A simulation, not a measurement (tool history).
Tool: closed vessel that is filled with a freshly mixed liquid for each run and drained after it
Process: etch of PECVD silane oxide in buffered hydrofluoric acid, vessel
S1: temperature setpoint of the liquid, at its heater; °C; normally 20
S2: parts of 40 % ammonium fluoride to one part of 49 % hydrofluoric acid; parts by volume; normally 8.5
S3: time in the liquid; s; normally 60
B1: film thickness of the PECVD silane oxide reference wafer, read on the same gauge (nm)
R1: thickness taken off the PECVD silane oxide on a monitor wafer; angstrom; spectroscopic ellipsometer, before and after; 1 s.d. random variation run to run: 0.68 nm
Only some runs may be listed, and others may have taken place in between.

run	day	S1	S2	S3	B1	R1
1	0	20	8.5	60	110.01	2159.8
# day 0.496: hydrofluoric acid flow meter replaced
2	2.554	20	8.5	60	110.01	2186.9
3	4.1	20	8.5	60	109.97	2187.1
4	6.388	20	8.5	60	109.96	2184.5
5	7.742	20	8.5	60	110.02	2184.6
6	9.929	24	8.5	60	110.02	2718.6
7	12.371	18.5	8.5	60	110	2006
# day 14.667: gauge calibrated
8	14.821	20	8.5	60	110	2188.3
9	16.867	20	8.5	80	110.04	2931.4
10	18.446	20	8.5	80	110.02	2927.1
11	20.379	20	8.5	75	110.02	2745.5
# day 23.888: thermometer replaced
# day 25.258: hydrofluoric acid flow meter replaced
12	28.512	20	8.5	75	109.99	2643.9
13	30.192	20	8.5	60	110.01	2135.1
14	32.85	20	8.5	60	110.03	2124.6
15	33.988	18.5	8.5	90	110	2922.2
16	35.575	18	10	40	109.97	1114.6
17	38.188	17	8.5	90	110.03	2704.8
18	40.754	17	11.5	80	110.01	1840.9
19	43.296	22.5	5.5	90	110.02	5578.9
# day 43.85: gauge calibrated
20	44.471	17.5	11.5	60	110.02	1420.7
21	47.212	24.5	7	30	109.97	1693.3
22	49.871	20	10	60	110	1872.2
23	51.704	17	6	40	109.99	1700.4
24	53.229	20	6.5	60	109.98	2803.5
25	55.75	20	8.5	60	109.99	2129.5
# day 55.875: hydrofluoric acid flow meter replaced
26	56.767	20	8.5	60	110.01	2156.4
27	58.858	17	10.5	60	110	1543.1

Consider 5 possible next runs. They are alternatives, not a sequence: every one starts from the tool as it was left by run 27. What does each give?
A	58.888	20	8.5	85	?	?
B	58.888	22	11	60	?	?
C	58.888	17	5.5	60	?	?
D	58.888	23.5	5.5	90	?	?
E	58.888	24	9.5	60	?	?

run	B1	R1
A	110.01	3056.7
B	110.01	1932.7
C	110.01	2768.8
D	110.01	5960.9
E	110.01	2445.5
Stripped of hidden state, with their random variation kept, the same runs would have yielded:
run	R1
A	2985.1
B	1887.6
C	2701.1
D	5821.9
E	2387.3

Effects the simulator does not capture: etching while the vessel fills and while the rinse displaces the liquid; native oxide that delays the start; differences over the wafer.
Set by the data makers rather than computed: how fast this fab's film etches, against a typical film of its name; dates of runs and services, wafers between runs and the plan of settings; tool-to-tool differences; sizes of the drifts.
